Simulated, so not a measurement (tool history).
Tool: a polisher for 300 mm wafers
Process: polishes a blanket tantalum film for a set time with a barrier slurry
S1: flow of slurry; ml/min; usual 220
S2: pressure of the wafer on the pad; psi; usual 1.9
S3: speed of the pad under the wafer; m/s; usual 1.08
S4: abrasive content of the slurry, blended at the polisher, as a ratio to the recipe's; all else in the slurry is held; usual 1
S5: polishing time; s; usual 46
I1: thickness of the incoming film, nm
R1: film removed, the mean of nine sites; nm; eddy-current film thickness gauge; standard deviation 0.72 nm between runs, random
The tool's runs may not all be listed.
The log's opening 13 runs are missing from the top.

-- hour=1227.5 worn pad replaced by a new one
run 14 hour=1291.8 | S1=220 S2=1.9 S3=1.08 S4=1 S5=31 | I1=217.3 | R1=45.9
run 15 hour=1342.6 | S1=220 S2=1.9 S3=0.74 S4=0.75 S5=46 | I1=218.4 | R1=43.6
run 16 hour=1398.4 | S1=220 S2=1.9 S3=1.08 S4=1 S5=46 | I1=220.2 | R1=67.4
run 17 hour=1477.3 | S1=260 S2=1.9 S3=1.08 S4=1 S5=37 | I1=221.3 | R1=53.7
-- hour=1501.7 head pressure recalibrated
run 18 hour=1560.3 | S1=220 S2=1.4 S3=0.74 S4=1 S5=46 | I1=219.6 | R1=34.8
-- hour=1659 slurry nozzle cleaned
run 19 hour=1659.5 | S1=220 S2=1.9 S3=1.08 S4=1 S5=46 | I1=218.6 | R1=63.1
-- hour=1694.8 slurry blender recalibrated
run 20 hour=1711.3 | S1=220 S2=1.9 S3=1.08 S4=1 S5=41 | I1=220 | R1=59.8
-- hour=1926.2 worn pad replaced by a new one
run 21 hour=1954.2 | S1=220 S2=1.2 S3=1.08 S4=1 S5=46 | I1=217.1 | R1=48
run 22 hour=2028.9 | S1=175 S2=1.9 S3=0.92 S4=0.85 S5=46 | I1=217.7 | R1=52
run 23 hour=2099.3 | S1=220 S2=2.5 S3=1.08 S4=1 S5=46 | I1=216.5 | R1=80.7
run 24 hour=2177.9 | S1=165 S2=1.9 S3=1.08 S4=1.3 S5=61 | I1=217.8 | R1=86.5
run 25 hour=2270.6 | S1=265 S2=2.3 S3=1.08 S4=1.2 S5=46 | I1=220.6 | R1=78.4
-- hour=2311.1 slurry nozzle cleaned
-- hour=2320 slurry blender recalibrated
-- hour=2346 head pressure recalibrated
run 26 hour=2364.2 | S1=270 S2=2.5 S3=1.08 S4=0.75 S5=46 | I1=218.2 | R1=79.5
run 27 hour=2409.2 | S1=220 S2=1.9 S3=1.08 S4=1 S5=46 | I1=216.7 | R1=65
run 28 hour=2490.8 | S1=220 S2=1.9 S3=0.94 S4=1 S5=51 | I1=223.5 | R1=60.9
run 29 hour=2549.7 | S1=285 S2=2.6 S3=0.92 S4=1 S5=46 | I1=220.5 | R1=69.2
run 30 hour=2618.3 | S1=220 S2=1.9 S3=1.32 S4=1 S5=58 | I1=221.7 | R1=92.4

Branching from run 30: 4 alternative next runs. What would each branch give?
run A hour=2618.7 | S1=220 S2=1.9 S3=1.18 S4=1 S5=46 | I1=219.5 | R1=?
run B hour=2618.7 | S1=250 S2=1.9 S3=1.08 S4=1 S5=50 | I1=219.5 | R1=?
run C hour=2618.7 | S1=220 S2=1.4 S3=0.9 S4=1.15 S5=53 | I1=219.5 | R1=?
run D hour=2618.7 | S1=220 S2=1.6 S3=1.36 S4=0.75 S5=46 | I1=219.5 | R1=?

run=A R1=65.8
run=B R1=66.3
run=C R1=47.4
run=D R1=61.8
Stripped of hidden state, with their random variation kept, the same runs would have yielded:
run=A R1=80.9
run=B R1=81.5
run=C R1=58.1
run=D R1=76.7
